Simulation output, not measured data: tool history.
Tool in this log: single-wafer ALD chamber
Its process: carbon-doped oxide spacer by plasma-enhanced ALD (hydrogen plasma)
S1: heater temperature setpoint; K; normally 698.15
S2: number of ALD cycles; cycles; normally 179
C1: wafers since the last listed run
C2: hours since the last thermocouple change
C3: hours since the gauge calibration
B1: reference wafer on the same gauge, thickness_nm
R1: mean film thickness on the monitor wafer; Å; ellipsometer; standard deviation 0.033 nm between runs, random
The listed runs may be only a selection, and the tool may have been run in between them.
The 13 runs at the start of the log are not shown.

Run 14, hour 591.8: usual settings but S1 688.15 K; C1 59; C2 845.6; C3 830.9; B1 7.039. Result: R1 80.26 Å.
Run 15, hour 644.8: usual settings but S1 688.15 K; C1 107; C2 898.6; C3 883.9; B1 7.041. Result: R1 80.29 Å.
Run 16, hour 716.0: usual settings but S1 688.15 K; C1 144; C2 969.8; C3 955.1; B1 7.051. Result: R1 80.99 Å.
Run 17, hour 762.4: usual settings; C1 94; C2 1016.2; C3 1001.5; B1 7.055. Result: R1 78.39 Å.
Run 18, hour 822.4: usual settings but S1 692.15 K, S2 145 cycles; C1 121; C2 1076.2; C3 1061.5; B1 7.060. Result: R1 64.43 Å.
Run 19, hour 887.0: usual settings but S1 694.15 K, S2 158 cycles; C1 131; C2 1140.8; C3 1126.1; B1 7.076. Result: R1 69.96 Å.
Run 20, hour 935.4: usual settings but S1 692.15 K, S2 201 cycles; C1 98; C2 1189.2; C3 1174.5; B1 7.075. Result: R1 89.72 Å.
Run 21, hour 994.0: usual settings but S1 692.15 K, S2 201 cycles; C1 119; C2 1247.8; C3 1233.1; B1 7.094. Result: R1 89.88 Å.
Run 22, hour 1052.1: usual settings but S1 692.15 K, S2 145 cycles; C1 118; C2 1305.9; C3 1291.2; B1 7.091. Result: R1 64.53 Å.
Run 23, hour 1107.0: usual settings but S1 683.15 K, S2 209 cycles; C1 111; C2 1360.8; C3 1346.1; B1 7.110. Result: R1 96.85 Å.
At hour 1126.7: thermocouple changed; heater temperature recalibrated.
Run 24, hour 1159.8: usual settings but S1 711.15 K; C1 91; C2 33.1; C3 1398.9; B1 7.115. Result: R1 75.07 Å.
Run 25, hour 1204.7: usual settings but S1 705.15 K, S2 200 cycles; C1 91; C2 78.0; C3 1443.8; B1 7.121. Result: R1 85.61 Å.
Run 26, hour 1335.0: usual settings but S1 711.15 K, S2 144 cycles; C1 264; C2 208.3; C3 1574.1; B1 7.147. Result: R1 60.94 Å.
At hour 1341.2: gauge calibrated.
Run 27, hour 1363.4: usual settings but S1 710.15 K, S2 212 cycles; C1 57; C2 236.7; C3 22.2; B1 7.019. Result: R1 88.07 Å.
Run 28, hour 1403.6: usual settings; C1 81; C2 276.9; C3 62.4; B1 7.026. Result: R1 78.16 Å.
Run 29, hour 1464.1: usual settings but S1 687.15 K, S2 147 cycles; C1 122; C2 337.4; C3 122.9; B1 7.027. Result: R1 66.50 Å.
Run 30, hour 1508.0: usual settings but S1 710.15 K, S2 164 cycles; C1 89; C2 381.3; C3 166.8; B1 7.029. Result: R1 68.07 Å.
Run 31, hour 1544.0: usual settings; C1 73; C2 417.3; C3 202.8; B1 7.033. Result: R1 78.09 Å.
Run 32, hour 1598.6: usual settings but S1 689.15 K, S2 205 cycles; C1 111; C2 471.9; C3 257.4; B1 7.030. Result: R1 92.11 Å.
Run 33, hour 1657.3: usual settings; C1 119; C2 530.6; C3 316.1; B1 7.030. Result: R1 77.68 Å.
Run 34, hour 1718.9: usual settings; C1 125; C2 592.2; C3 377.7; B1 7.035. Result: R1 77.40 Å.

Alternative continuations, all from the tool just after run 34; predict every row:
Run A, hour 1719.6: usual settings but S2 156 cycles; C1 1; C2 592.9; C3 378.4; B1 ?. Result: R1 ?.
Run B, hour 1719.6: usual settings but S1 711.15 K, S2 208 cycles; C1 1; C2 592.9; C3 378.4; B1 ?. Result: R1 ?.
Run C, hour 1719.6: usual settings but S1 685.15 K, S2 206 cycles; C1 1; C2 592.9; C3 378.4; B1 ?. Result: R1 ?.
Run D, hour 1719.6: usual settings but S1 689.15 K, S2 189 cycles; C1 1; C2 592.9; C3 378.4; B1 ?. Result: R1 ?.
Run E, hour 1719.6: usual settings but S1 693.15 K, S2 145 cycles; C1 1; C2 592.9; C3 378.4; B1 ?. Result: R1 ?.

run     B1     R1
  A  7.036  67.80
  B  7.036  86.06
  C  7.036  93.84
  D  7.036  84.88
  E  7.036  64.19
Take away the tool's hidden state, keep each run's random variation, and the runs would have read:
run     R1
  A  67.46
  B  85.62
  C  93.36
  D  84.45
  E  63.86

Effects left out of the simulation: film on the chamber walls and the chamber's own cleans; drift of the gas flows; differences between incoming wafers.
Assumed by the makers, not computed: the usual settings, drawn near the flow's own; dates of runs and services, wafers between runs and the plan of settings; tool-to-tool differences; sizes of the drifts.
